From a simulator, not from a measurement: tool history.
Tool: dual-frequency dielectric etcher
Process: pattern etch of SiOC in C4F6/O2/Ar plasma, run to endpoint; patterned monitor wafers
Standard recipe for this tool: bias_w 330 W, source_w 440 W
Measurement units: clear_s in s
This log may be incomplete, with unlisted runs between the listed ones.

| run | hour | bias_w | source_w | wafers since the last listed run | hours since the last wet clean | hours since the last bias power generator calibration | hours since the last source power generator calibration | hours since the last upper electrode change | incoming incoming film thickness, nm | clear_s |
|---|---|---|---|---|---|---|---|---|---|---|
| 1 | 0.0 | 379 | 490 | 0 | 445.1 | 3488.1 | 2688.4 | 4275.7 | 25.72 | 8.3 |
| 2 | 15.7 | 379 | 490 | 164 | 460.8 | 3503.8 | 2704.1 | 4291.4 | 25.84 | 8.3 |
| 3 | 23.1 | 379 | 490 | 77 | 468.2 | 3511.2 | 2711.5 | 4298.8 | 25.64 | 8.2 |
| 4 | 34.2 | 330 | 440 | 116 | 479.3 | 3522.3 | 2722.6 | 4309.9 | 25.47 | 8.9 |
| 5 | 42.4 | 330 | 440 | 85 | 487.5 | 3530.5 | 2730.8 | 4318.1 | 25.67 | 8.9 |
| 6 | 55.4 | 330 | 440 | 135 | 500.5 | 3543.5 | 2743.8 | 4331.1 | 25.54 | 8.9 |
| 7 | 66.5 | 330 | 440 | 116 | 511.6 | 3554.6 | 2754.9 | 4342.2 | 25.67 | 9.0 |
|  | 99.8 | wet clean of the chamber |
| 8 | 100.3 | 330 | 440 | 102 | 0.5 | 3588.4 | 2788.7 | 4376.0 | 25.50 | 9.1 |
| 9 | 100.6 | 330 | 440 | 3 | 0.8 | 3588.7 | 2789.0 | 4376.3 | 25.59 | 9.1 |
| 10 | 106.8 | 330 | 440 | 64 | 7.0 | 3594.9 | 2795.2 | 4382.5 | 25.76 | 9.2 |
| 11 | 119.4 | 382 | 470 | 131 | 19.6 | 3607.5 | 2807.8 | 4395.1 | 25.69 | 8.5 |
| 12 | 158.1 | 330 | 440 | 404 | 58.3 | 3646.2 | 2846.5 | 4433.8 | 25.42 | 9.0 |
|  | 206.5 | upper electrode replaced |
| 13 | 207.0 | 362 | 360 | 260 | 107.2 | 3695.1 | 2895.4 | 0.5 | 25.75 | 9.4 |
| 14 | 218.2 | 361 | 530 | 117 | 118.4 | 3706.3 | 2906.6 | 11.7 | 25.56 | 8.3 |
| 15 | 233.5 | 330 | 490 | 160 | 133.7 | 3721.6 | 2921.9 | 27.0 | 25.49 | 8.7 |
|  | 241.5 | source power generator calibrated |
|  | 244.8 | bias power generator calibrated |
| 16 | 246.5 | 330 | 440 | 59 | 146.7 | 1.7 | 5.0 | 40.0 | 25.33 | 9.0 |
| 17 | 263.9 | 255 | 540 | 181 | 164.1 | 19.1 | 22.4 | 57.4 | 25.53 | 9.1 |
| 18 | 294.3 | 268 | 470 | 317 | 194.5 | 49.5 | 52.8 | 87.8 | 25.62 | 9.4 |
| 19 | 300.6 | 379 | 490 | 65 | 200.8 | 55.8 | 59.1 | 94.1 | 25.43 | 8.3 |
| 20 | 317.4 | 282 | 510 | 175 | 217.6 | 72.6 | 75.9 | 110.9 | 25.52 | 9.0 |

Predict each of these 5 candidate next runs independently; none follows another, all start after run 20:
| A | 317.8 | 330 | 440 | 4 | 218.0 | 73.0 | 76.3 | 111.3 | 25.56 | ? |
| B | 317.8 | 257 | 540 | 4 | 218.0 | 73.0 | 76.3 | 111.3 | 25.56 | ? |
| C | 317.8 | 284 | 520 | 4 | 218.0 | 73.0 | 76.3 | 111.3 | 25.56 | ? |
| D | 317.8 | 263 | 380 | 4 | 218.0 | 73.0 | 76.3 | 111.3 | 25.56 | ? |
| E | 317.8 | 256 | 440 | 4 | 218.0 | 73.0 | 76.3 | 111.3 | 25.56 | ? |

| run | clear_s |
|---|---|
| A | 9.0 |
| B | 9.1 |
| C | 8.9 |
| D | 10.1 |
| E | 9.7 |
Take away the tool's hidden state, keep each run's random variation, and the runs would have read:
| run | clear_s |
|---|---|
| A | 9.1 |
| B | 9.2 |
| C | 9.0 |
| D | 10.1 |
| E | 9.8 |
